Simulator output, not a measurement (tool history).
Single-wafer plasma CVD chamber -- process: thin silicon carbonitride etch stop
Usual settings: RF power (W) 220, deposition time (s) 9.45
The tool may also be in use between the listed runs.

| run | hour | RF power (W) | deposition time (s) | wafers since the last listed run | hours since the last thermocouple change | hours since the last RF generator calibration | hours since the showerhead was replaced | hours since the gauge calibration | read-back reference wafer on the same gauge, thickness_nm | mean film thickness on the monitor wafer (angstrom) |
|---|---|---|---|---|---|---|---|---|---|---|
| 1 | 0.0 | 220 | 9.45 | 0 | 884.7 | 733.3 | 1894.3 | 373.9 | 6.497 | 54.60 |
| 2 | 15.3 | 220 | 10.63 | 358 | 900.0 | 748.6 | 1909.6 | 389.2 | 6.503 | 61.18 |
| 3 | 30.8 | 220 | 10.63 | 363 | 915.5 | 764.1 | 1925.1 | 404.7 | 6.503 | 61.01 |
| 4 | 60.7 | 220 | 9.45 | 700 | 945.4 | 794.0 | 1955.0 | 434.6 | 6.507 | 54.41 |
| 5 | 158.4 | 195 | 9.45 | 2289 | 1043.1 | 891.7 | 2052.7 | 532.3 | 6.490 | 52.00 |
| 6 | 172.9 | 195 | 8.13 | 339 | 1057.6 | 906.2 | 2067.2 | 546.8 | 6.498 | 44.53 |
| 7 | 190.2 | 195 | 8.13 | 405 | 1074.9 | 923.5 | 2084.5 | 564.1 | 6.505 | 44.66 |
| 8 | 221.8 | 195 | 8.13 | 740 | 1106.5 | 955.1 | 2116.1 | 595.7 | 6.496 | 44.51 |
| 9 | 238.2 | 245 | 8.23 | 384 | 1122.9 | 971.5 | 2132.5 | 612.1 | 6.498 | 48.93 |
| 10 | 265.9 | 245 | 8.23 | 648 | 1150.6 | 999.2 | 2160.2 | 639.8 | 6.500 | 49.02 |
| 11 | 293.3 | 200 | 9.45 | 641 | 1178.0 | 1026.6 | 2187.6 | 667.2 | 6.502 | 52.34 |
| 12 | 323.4 | 220 | 9.45 | 705 | 1208.1 | 1056.7 | 2217.7 | 697.3 | 6.497 | 54.19 |
|  | 347.8 | thermocouple changed; heater temperature recalibrated |
| 13 | 348.3 | 220 | 9.45 | 395 | 0.5 | 1081.6 | 2242.6 | 722.2 | 6.500 | 54.09 |
| 14 | 361.5 | 220 | 8.88 | 309 | 13.7 | 1094.8 | 2255.8 | 735.4 | 6.496 | 50.87 |
| 15 | 387.4 | 220 | 8.88 | 606 | 39.6 | 1120.7 | 2281.7 | 761.3 | 6.501 | 50.76 |
| 16 | 419.7 | 220 | 9.45 | 756 | 71.9 | 1153.0 | 2314.0 | 793.6 | 6.504 | 54.07 |
| 17 | 446.8 | 185 | 8.67 | 634 | 99.0 | 1180.1 | 2341.1 | 820.7 | 6.505 | 46.05 |
| 18 | 460.6 | 220 | 9.45 | 323 | 112.8 | 1193.9 | 2354.9 | 834.5 | 6.498 | 53.94 |
|  | 484.3 | gauge calibrated |
| 19 | 485.6 | 220 | 10.48 | 585 | 137.8 | 1218.9 | 2379.9 | 1.3 | 6.504 | 59.75 |
|  | 505.8 | showerhead replaced |
| 20 | 508.3 | 195 | 9.45 | 344 | 160.5 | 1241.6 | 2.5 | 24.0 | 6.507 | 51.44 |
| 21 | 536.5 | 190 | 8.21 | 660 | 188.7 | 1269.8 | 30.7 | 52.2 | 6.505 | 44.01 |
| 22 | 565.6 | 220 | 7.77 | 681 | 217.8 | 1298.9 | 59.8 | 81.3 | 6.498 | 44.14 |
| 23 | 590.0 | 220 | 11.04 | 571 | 242.2 | 1323.3 | 84.2 | 105.7 | 6.507 | 62.45 |
| 24 | 602.2 | 190 | 9.45 | 285 | 254.4 | 1335.5 | 96.4 | 117.9 | 6.497 | 50.83 |
|  | 610.5 | RF generator calibrated |
| 25 | 621.3 | 220 | 8.01 | 260 | 273.5 | 10.8 | 115.5 | 137.0 | 6.509 | 46.73 |
| 26 | 643.4 | 245 | 8.23 | 517 | 295.6 | 32.9 | 137.6 | 159.1 | 6.500 | 49.64 |
| 27 | 676.2 | 180 | 10.20 | 768 | 328.4 | 65.7 | 170.4 | 191.9 | 6.499 | 54.94 |
| 28 | 698.7 | 260 | 8.74 | 527 | 350.9 | 88.2 | 192.9 | 214.4 | 6.493 | 53.91 |
| 29 | 716.9 | 210 | 11.15 | 426 | 369.1 | 106.4 | 211.1 | 232.6 | 6.499 | 63.60 |
| 30 | 731.1 | 220 | 8.95 | 332 | 383.3 | 120.6 | 225.3 | 246.8 | 6.497 | 51.91 |
| 31 | 759.5 | 220 | 9.45 | 665 | 411.7 | 149.0 | 253.7 | 275.2 | 6.508 | 54.76 |
| 32 | 782.0 | 220 | 9.45 | 527 | 434.2 | 171.5 | 276.2 | 297.7 | 6.504 | 54.60 |
| 33 | 809.3 | 235 | 8.07 | 639 | 461.5 | 198.8 | 303.5 | 325.0 | 6.501 | 47.92 |
| 34 | 832.1 | 180 | 10.35 | 534 | 484.3 | 221.6 | 326.3 | 347.8 | 6.495 | 55.56 |
| 35 | 850.6 | 195 | 10.19 | 433 | 502.8 | 240.1 | 344.8 | 366.3 | 6.501 | 56.39 |
| 36 | 875.7 | 220 | 7.79 | 588 | 527.9 | 265.2 | 369.9 | 391.4 | 6.492 | 45.09 |
| 37 | 924.2 | 250 | 7.57 | 1136 | 576.4 | 313.7 | 418.4 | 439.9 | 6.497 | 45.96 |

Give the tool's hidden conditions for every run:
wafer temperature above the value expected at the setpoint (K): 0 at every run
gauge reads high (%): 0 at every run
H1: delivered RF power above the setpoint (%)
| run | H1 |
|---|---|
| 1 | -1.95 |
| 2 | -2.03 |
| 3 | -2.11 |
| 4 | -2.27 |
| 5 | -2.82 |
| 6 | -2.91 |
| 7 | -3.02 |
| 8 | -3.22 |
| 9 | -3.32 |
| 10 | -3.51 |
| 11 | -3.69 |
| 12 | -3.91 |
| 13 | -4.08 |
| 14 | -4.18 |
| 15 | -4.37 |
| 16 | -4.62 |
| 17 | -4.84 |
| 18 | -4.95 |
| 19 | -5.15 |
| 20 | -5.34 |
| 21 | -5.58 |
| 22 | -5.83 |
| 23 | -6.04 |
| 24 | -6.15 |
| 25 | -0.34 |
| 26 | -0.343 |
| 27 | -0.354 |
| 28 | -0.365 |
| 29 | -0.377 |
| 30 | -0.388 |
| 31 | -0.414 |
| 32 | -0.438 |
| 33 | -0.472 |
| 34 | -0.505 |
| 35 | -0.533 |
| 36 | -0.576 |
| 37 | -0.671 |
